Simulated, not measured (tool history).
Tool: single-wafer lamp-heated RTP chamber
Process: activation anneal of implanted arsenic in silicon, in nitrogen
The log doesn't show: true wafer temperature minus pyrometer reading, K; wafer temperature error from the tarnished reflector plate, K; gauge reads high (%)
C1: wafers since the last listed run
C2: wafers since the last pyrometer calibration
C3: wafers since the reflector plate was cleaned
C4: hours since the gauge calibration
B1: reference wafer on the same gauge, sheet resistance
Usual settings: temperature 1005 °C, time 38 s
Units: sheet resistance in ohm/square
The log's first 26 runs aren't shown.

-- day=28.167 pyrometer window cleaned and pyrometer calibrated
run 27 day=28.504 | temperature=1005 time=38 | C1=376 C2=123 C3=3805 C4=284.1 | B1=443.03 | sheet_resistance=462.10
run 28 day=29.829 | temperature=1005 time=38 | C1=484 C2=608 C3=4290 C4=315.9 | B1=443.06 | sheet_resistance=461.65
run 29 day=30.667 | temperature=1025 time=60 | C1=306 C2=915 C3=4597 C4=336.0 | B1=443.27 | sheet_resistance=456.13
-- day=31.417 reflector plate cleaned
run 30 day=32.388 | temperature=1005 time=38 | C1=507 C2=1422 C3=355 C4=377.3 | B1=443.53 | sheet_resistance=463.88
run 31 day=33.779 | temperature=1030 time=45 | C1=509 C2=1932 C3=864 C4=410.7 | B1=443.89 | sheet_resistance=458.57
run 32 day=34.779 | temperature=985 time=19 | C1=365 C2=2298 C3=1230 C4=434.7 | B1=444.15 | sheet_resistance=467.68
run 33 day=35.958 | temperature=977 time=22 | C1=431 C2=2729 C3=1661 C4=463.0 | B1=444.32 | sheet_resistance=467.76
-- day=37.171 pyrometer window cleaned and pyrometer calibrated
run 34 day=37.325 | temperature=1028 time=16 | C1=378 C2=56 C3=2039 C4=495.8 | B1=444.80 | sheet_resistance=466.31
run 35 day=38.271 | temperature=1005 time=19 | C1=346 C2=402 C3=2385 C4=518.5 | B1=445.16 | sheet_resistance=468.19

Run 36 comes next. What will it give?
run 36 day=38.808 | temperature=1022 time=30 | C1=196 C2=599 C3=2582 C4=531.4 | B1=? | sheet_resistance=?

Run 36 gave B1 445.44, sheet resistance 463.78 ohm/square.
Without the tool's hidden state the same run would have given sheet resistance 459.32 ohm/square.
